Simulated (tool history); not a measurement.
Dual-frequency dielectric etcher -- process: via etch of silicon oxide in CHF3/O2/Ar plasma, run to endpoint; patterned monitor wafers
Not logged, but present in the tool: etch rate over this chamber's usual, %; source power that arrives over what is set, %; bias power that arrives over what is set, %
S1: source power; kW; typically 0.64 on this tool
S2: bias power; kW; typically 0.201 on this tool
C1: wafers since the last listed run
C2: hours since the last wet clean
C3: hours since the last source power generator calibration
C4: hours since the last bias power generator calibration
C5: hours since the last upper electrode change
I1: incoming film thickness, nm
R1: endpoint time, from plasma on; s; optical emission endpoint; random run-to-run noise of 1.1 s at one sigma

run   hour    S1     S2   C1     C2      C3      C4      C5     I1     R1
  1      0  0.64  0.216    0  295.8  4815.3  3341.2  5236.8  818.9  357.5
  2   13.3  0.64  0.216   71  309.1  4828.6  3354.5  5250.1  818.9    357
  3   22.4  0.64  0.216   49  318.2  4837.7  3363.6  5259.2  812.9    355
  4     32  0.64  0.201   51  327.8  4847.3  3373.2  5268.8    822  368.8
  5   38.1  0.64  0.201   32  333.9  4853.4  3379.3  5274.9  818.5  369.3
  6   53.9  0.64  0.201   85  349.7  4869.2  3395.1  5290.7  812.1  364.4
  7   70.4  0.72  0.187   89  366.2  4885.7  3411.6  5307.2  820.2  360.8
  8   84.3  0.72  0.187   75  380.1  4899.6  3425.5  5321.1  813.3  357.8
  9   96.6  0.72  0.187   66  392.4  4911.9  3437.8  5333.4  818.4    358
 10  106.8  0.64  0.201   55  402.6  4922.1    3448  5343.6  814.1    366
 11  121.5  0.64  0.201   79  417.3  4936.8  3462.7  5358.3  815.6  364.9
 12  128.9  0.64  0.201   39  424.7  4944.2  3470.1  5365.7  824.4  367.1
 13  142.9  0.64  0.201   75  438.7  4958.2  3484.1  5379.7  817.5  366.2
 14  155.4  0.64  0.201   67  451.2  4970.7  3496.6  5392.2  818.7  367.5
 15  162.4  0.78  0.231   37  458.2  4977.7  3503.6  5399.2  813.9  317.7
       190  -- wet clean of the chamber
 16  196.4   0.5  0.153   53    6.4  5011.7  3537.6  5433.2    824  469.5
     220.9  -- upper electrode replaced
 17  221.4  0.69  0.156    5   31.4  5036.7  3562.6     0.5  816.9  398.6
 18  221.8  0.52  0.183    2   31.8  5037.1    3563     0.9  821.8  426.5
     229.3  -- source power generator calibrated
 19  229.6  0.64  0.201   20   39.6     0.3  3570.8     8.7  822.2  373.5
 20  242.4  0.55  0.247   69   52.4    13.1  3583.6    21.5  820.9  364.6
 21  286.5  0.64  0.201  237   96.5    57.2  3627.7    65.6  814.5  369.8
     301.5  -- bias power generator calibrated
 22    302  0.64  0.201   62    112    72.7     0.5    81.1  812.4    367
 23    314  0.53  0.201   64    124    84.7    12.5    93.1  807.4    396
 24  324.6  0.64  0.201   57  134.6    95.3    23.1   103.7    806  364.4
 25  342.3  0.74  0.237   95  152.3     113    40.8   121.4  812.7  323.5
 26  353.6  0.64  0.201   60  163.6   124.3    52.1   132.7  809.7  366.2
 27  366.5  0.73  0.201   69  176.5   137.2      65   145.6  813.6  350.5
 28  377.3  0.64  0.238   58  187.3     148    75.8   156.4  812.4  343.3

Branching from run 28: 5 alternative next runs. What would each branch give?
  A  377.8  0.59  0.201   2  187.8  148.5  76.3  156.9  810.5   ?
  B  377.8  0.58  0.201   2  187.8  148.5  76.3  156.9  810.5   ?
  C  377.8  0.48  0.226   2  187.8  148.5  76.3  156.9  810.5   ?
  D  377.8  0.75  0.217   2  187.8  148.5  76.3  156.9  810.5   ?
  E  377.8  0.56  0.214   2  187.8  148.5  76.3  156.9  810.5   ?

run     R1
  A  380.9
  B  383.7
  C  396.7
  D  333.3
  E  379.5
Stripped of hidden state, with their random variation kept, the same runs would have yielded:
run     R1
  A  384.3
  B  387.2
  C  400.3
  D  336.3
  E    383
